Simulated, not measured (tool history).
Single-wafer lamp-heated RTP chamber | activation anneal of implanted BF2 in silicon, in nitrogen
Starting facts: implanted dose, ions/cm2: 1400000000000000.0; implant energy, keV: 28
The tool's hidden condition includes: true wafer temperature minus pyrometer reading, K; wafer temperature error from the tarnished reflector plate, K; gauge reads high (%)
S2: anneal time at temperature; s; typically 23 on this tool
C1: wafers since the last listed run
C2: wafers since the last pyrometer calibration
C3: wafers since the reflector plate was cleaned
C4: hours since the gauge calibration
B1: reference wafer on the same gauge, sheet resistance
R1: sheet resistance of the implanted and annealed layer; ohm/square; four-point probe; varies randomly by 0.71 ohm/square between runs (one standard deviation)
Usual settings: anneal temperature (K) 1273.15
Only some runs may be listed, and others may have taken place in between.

Run 1, hour 0.0: usual settings; C1 0; C2 6299; C3 3155; C4 819.2; B1 124.98. Result: R1 131.38 ohm/square.
At hour 47.7: pyrometer window cleaned and pyrometer calibrated.
Run 2, hour 69.0: usual settings; C1 917; C2 319; C3 4073; C4 888.2; B1 124.84. Result: R1 135.00 ohm/square.
Run 3, hour 169.8: usual settings; C1 1516; C2 1836; C3 5589; C4 989.0; B1 124.83. Result: R1 132.56 ohm/square.
Run 4, hour 244.7: usual settings; C1 1126; C2 2962; C3 6716; C4 1063.9; B1 125.11. Result: R1 129.04 ohm/square.
At hour 273.8: reflector plate cleaned.
Run 5, hour 301.0: usual settings; C1 726; C2 3689; C3 408; C4 1120.2; B1 124.98. Result: R1 132.91 ohm/square.
Run 6, hour 344.0: usual settings but anneal temperature (K) 1291.15, S2 26 s; C1 646; C2 4336; C3 1055; C4 1163.2; B1 125.03. Result: R1 116.49 ohm/square.
Run 7, hour 446.9: usual settings but anneal temperature (K) 1291.15, S2 26 s; C1 1547; C2 5883; C3 2603; C4 1266.1; B1 124.86. Result: R1 115.85 ohm/square.
At hour 483.3: pyrometer window cleaned and pyrometer calibrated.
Run 8, hour 541.6: usual settings but anneal temperature (K) 1291.15, S2 26 s; C1 1304; C2 876; C3 3907; C4 1360.8; B1 124.94. Result: R1 117.06 ohm/square.
Run 9, hour 579.5: usual settings; C1 570; C2 1446; C3 4477; C4 1398.7; B1 124.77. Result: R1 133.42 ohm/square.
Run 10, hour 658.7: usual settings; C1 1191; C2 2638; C3 5668; C4 1477.9; B1 125.01. Result: R1 131.04 ohm/square.
At hour 700.9: reflector plate cleaned.
Run 11, hour 722.0: usual settings; C1 831; C2 3469; C3 317; C4 1541.2; B1 124.95. Result: R1 133.36 ohm/square.
Run 12, hour 805.6: usual settings but S2 30 s; C1 1257; C2 4727; C3 1575; C4 1624.8; B1 124.86. Result: R1 128.52 ohm/square.
Run 13, hour 865.2: usual settings but S2 30 s; C1 896; C2 5623; C3 2471; C4 1684.4; B1 124.93. Result: R1 127.33 ohm/square.
Run 14, hour 938.0: usual settings but anneal temperature (K) 1288.15; C1 1095; C2 6719; C3 3566; C4 1757.2; B1 124.64. Result: R1 119.79 ohm/square.
At hour 947.7: pyrometer window cleaned and pyrometer calibrated.
Run 15, hour 984.4: usual settings but anneal temperature (K) 1295.15, S2 20 s; C1 577; C2 552; C3 4144; C4 1803.6; B1 125.09. Result: R1 119.07 ohm/square.
At hour 1017.6: gauge calibrated.
Run 16, hour 1044.3: usual settings; C1 901; C2 1453; C3 5045; C4 26.7; B1 125.11. Result: R1 133.08 ohm/square.
At hour 1234.3: reflector plate cleaned.
Run 17, hour 1363.4: usual settings but anneal temperature (K) 1302.15; C1 4679; C2 6132; C3 1941; C4 345.8; B1 124.99. Result: R1 111.56 ohm/square.
At hour 1377.0: pyrometer window cleaned and pyrometer calibrated.
Run 18, hour 1450.9: usual settings; C1 1195; C2 1111; C3 3137; C4 433.3; B1 125.04. Result: R1 136.02 ohm/square.
Run 19, hour 1523.8: usual settings but anneal temperature (K) 1292.15, S2 13 s; C1 1096; C2 2208; C3 4234; C4 506.2; B1 124.80. Result: R1 127.48 ohm/square.
Run 20, hour 1564.4: usual settings but anneal temperature (K) 1249.15, S2 32 s; C1 610; C2 2818; C3 4844; C4 546.8; B1 125.14. Result: R1 151.83 ohm/square.
Run 21, hour 1636.1: usual settings but S2 28 s; C1 1078; C2 3897; C3 5923; C4 618.5; B1 125.16. Result: R1 126.84 ohm/square.
At hour 1748.9: reflector plate cleaned.
Run 22, hour 1765.7: usual settings but anneal temperature (K) 1296.15; C1 1829; C2 5726; C3 252; C4 748.1; B1 125.18. Result: R1 116.05 ohm/square.
Run 23, hour 1831.0: usual settings; C1 982; C2 6708; C3 1234; C4 813.4; B1 124.84. Result: R1 133.20 ohm/square.
At hour 1844.6: pyrometer window cleaned and pyrometer calibrated.
Run 24, hour 1875.3: usual settings but anneal temperature (K) 1254.15, S2 16 s; C1 546; C2 461; C3 1780; C4 857.7; B1 124.65. Result: R1 164.40 ohm/square.
Run 25, hour 1950.6: usual settings; C1 1132; C2 1594; C3 2913; C4 933.0; B1 124.97. Result: R1 136.12 ohm/square.
Run 26, hour 2021.9: usual settings but anneal temperature (K) 1248.15, S2 17 s; C1 1072; C2 2667; C3 3985; C4 1004.3; B1 124.81. Result: R1 165.87 ohm/square.
Run 27, hour 2079.1: usual settings; C1 860; C2 3527; C3 4846; C4 1061.5; B1 125.23. Result: R1 130.89 ohm/square.
Run 28, hour 2118.3: usual settings but anneal temperature (K) 1261.15, S2 35 s; C1 589; C2 4117; C3 5435; C4 1100.7; B1 124.90. Result: R1 135.69 ohm/square.
Run 29, hour 2199.9: usual settings but anneal temperature (K) 1244.15, S2 17 s; C1 1227; C2 5344; C3 6663; C4 1182.3; B1 124.99. Result: R1 162.22 ohm/square.
At hour 2213.1: reflector plate cleaned.
Run 30, hour 2247.8: usual settings but anneal temperature (K) 1264.15, S2 16 s; C1 600; C2 5944; C3 521; C4 1230.2; B1 125.05. Result: R1 149.55 ohm/square.
At hour 2305.4: pyrometer window cleaned and pyrometer calibrated.
Run 31, hour 2331.2: usual settings; C1 1134; C2 388; C3 1655; C4 1313.6; B1 124.85. Result: R1 135.79 ohm/square.

Hidden state or all else? Some run-to-run changes of R1, split into what the settings, what came in and random variation would give without the hidden state, and what is left for the hidden state (with any gauge scatter that isn't in both results):
Run 21 -> 22: anneal temperature (K) 1273.15 -> 1296.15, S2 28 -> 23, reflector plate cleaned. R1 -10.79 ohm/square: hidden state +4.77, all else -15.56.
Run 23 -> 24: anneal temperature (K) 1273.15 -> 1254.15, S2 23 -> 16, pyrometer window cleaned and pyrometer calibrated. R1 +31.20 ohm/square: hidden state +3.83, all else +27.37.
Run 25 -> 26: anneal temperature (K) 1273.15 -> 1248.15, S2 23 -> 17. R1 +29.75 ohm/square: hidden state -2.78, all else +32.53.
Run 26 -> 27: anneal temperature (K) 1248.15 -> 1273.15, S2 17 -> 23. R1 -34.98 ohm/square: hidden state -0.41, all else -34.57.
Run 28 -> 29: anneal temperature (K) 1261.15 -> 1244.15, S2 35 -> 17. R1 +26.53 ohm/square: hidden state -4.45, all else +30.98.
Run 29 -> 30: anneal temperature (K) 1244.15 -> 1264.15, S2 17 -> 16, reflector plate cleaned. R1 -12.67 ohm/square: hidden state +7.01, all else -19.68.
